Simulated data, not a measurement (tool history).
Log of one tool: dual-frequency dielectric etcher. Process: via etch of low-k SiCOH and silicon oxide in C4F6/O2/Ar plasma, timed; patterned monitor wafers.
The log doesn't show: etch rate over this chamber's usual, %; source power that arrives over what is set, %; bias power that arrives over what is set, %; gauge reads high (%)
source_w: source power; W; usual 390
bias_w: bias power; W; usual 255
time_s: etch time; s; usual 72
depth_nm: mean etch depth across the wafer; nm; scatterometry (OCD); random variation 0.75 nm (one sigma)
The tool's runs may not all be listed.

run     day  source_w  bias_w  time_s  wafers since the last listed run  hours since the last wet clean  hours since the last source power generator calibration  hours since the last bias power generator calibration  hours since the last upper electrode change  hours since the gauge calibration  read-back reference wafer on the same gauge, depth_nm  depth_nm
  1       0       390     255      72                                 0                           180.6                                                   2230.3                                                 3390.6                                       3142.5                              370.3                                                  197.7     206.3
  2   1.662       390     255      72                               565                           220.5                                                   2270.2                                                 3430.5                                       3182.4                              410.2                                                  197.6     206.5
  3   2.754       390     255      72                               371                           246.7                                                   2296.4                                                 3456.7                                       3208.6                              436.4                                                  197.6     206.3
  4   5.521       390     289      72                               941                           313.1                                                   2362.8                                                 3523.1                                         3275                              502.8                                                  197.2     216.7
        6.7  -- wet clean of the chamber
  5   7.654       360     255      72                               385                            22.9                                                     2414                                                 3574.3                                       3326.2                                554                                                  196.9     198.7
  6   8.996       360     255      72                               456                            55.1                                                   2446.2                                                 3606.5                                       3358.4                              586.2                                                  196.8     198.4
      11.85  -- upper electrode replaced
  7  11.871       390     277      72                               638                           124.1                                                   2515.2                                                 3675.5                                          0.5                              655.2                                                  196.8     212.8
  8  13.375       390     277      72                               511                           160.2                                                   2551.3                                                 3711.6                                         36.6                              691.3                                                  196.6     213.4
  9  15.408       390     277      72                               691                             209                                                   2600.1                                                 3760.4                                         85.4                              740.1                                                  196.3     212.3
 10  17.483       390     255      72                               706                           258.8                                                   2649.9                                                 3810.2                                        135.2                              789.9                                                  196.1       206
 11  18.558       390     255      72                               365                           284.6                                                   2675.7                                                   3836                                          161                              815.7                                                  195.8     206.2
     20.338  -- wet clean of the chamber
 12  20.358       390     255      72                               272                             0.5                                                   2718.9                                                 3879.2                                        204.2                              858.9                                                  195.6     204.8
     20.929  -- gauge calibrated
 13  22.292       340     232      72                               657                            46.9                                                   2765.3                                                 3925.6                                        250.6                               32.7                                                  197.9     187.7
 14  24.825       390     281      54                               862                           107.7                                                   2826.1                                                 3986.4                                        311.4                               93.5                                                  197.5       160
 15  26.062       390     255      72                               421                           137.4                                                   2855.8                                                 4016.1                                        341.1                              123.2                                                  197.8     207.3
     33.583  -- wet clean of the chamber
 16  33.742       390     255      72                              2272                             3.8                                                   3040.1                                                 4200.4                                        525.4                              307.5                                                  197.6     206.8
     34.717  -- source power generator calibrated
 17  34.783       340     239      72                               297                            28.8                                                      1.6                                                 4225.4                                        550.4                              332.5                                                  197.5       190
     36.404  -- bias power generator calibrated
 18  36.829       350     193      72                               639                            77.9                                                     50.7                                                   10.2                                        599.5                              381.6                                                  197.1     178.5
 19  39.554       390     255    78.5                               927                           143.3                                                    116.1                                                   75.6                                        664.9                                447                                                  197.3     225.2
 20  40.929       490     255      72                               467                           176.3                                                    149.1                                                  108.6                                        697.9                                480                                                    197     228.7
 21  42.775       350     281    62.5                               628                           220.6                                                    193.4                                                  152.9                                        742.2                              524.3                                                  197.1       176
 22   45.55       420     192    53.5                               944                           287.2                                                      260                                                  219.5                                        808.8                              590.9                                                  196.6       143
     49.379  -- wet clean of the chamber
 23    49.4       340     295      72                               969                             0.5                                                    352.4                                                  311.9                                        901.2                              683.3                                                  196.2     203.2
 24  50.688       390     255      72                               438                            31.4                                                    383.3                                                  342.8                                        932.1                              714.2                                                  196.2     204.4
 25  52.496       340     203      72                               615                            74.8                                                    426.7                                                  386.2                                        975.5                              757.6                                                    196     177.9
 26  53.979       390     255      72                               504                           110.4                                                    462.3                                                  421.8                                       1011.1                              793.2                                                  195.8       204
 27  55.417       460     277      59                               489                           144.9                                                    496.8                                                  456.3                                       1045.6                              827.7                                                  195.6     187.4
 28  58.408       390     255      72                              1018                           216.7                                                    568.6                                                  528.1                                       1117.4                              899.5                                                  195.2     203.8
 29  60.033       340     279      86                               552                           255.7                                                    607.6                                                  567.1                                       1156.4                              938.5                                                  194.8     236.1

Forecast each of these 4 alternatives for the next run:
  A  60.05       390     255      63                                 5                           256.1                                                      608                                                  567.5                                       1156.8                              938.9                                                      ?         ?
  B  60.05       420     304      51                                 5                           256.1                                                      608                                                  567.5                                       1156.8                              938.9                                                      ?         ?
  C  60.05       450     232      84                                 5                           256.1                                                      608                                                  567.5                                       1156.8                              938.9                                                      ?         ?
  D  60.05       450     311      63                                 5                           256.1                                                      608                                                  567.5                                       1156.8                              938.9                                                      ?         ?

run  read-back reference wafer on the same gauge, depth_nm  depth_nm
  A                                                  194.8     179.2
  B                                                  194.8     159.9
  C                                                  194.8     246.7
  D                                                  194.8     205.5
Without the tool's hidden state the same runs would have given:
run  depth_nm
  A       182
  B     162.5
  C     250.7
  D     208.7
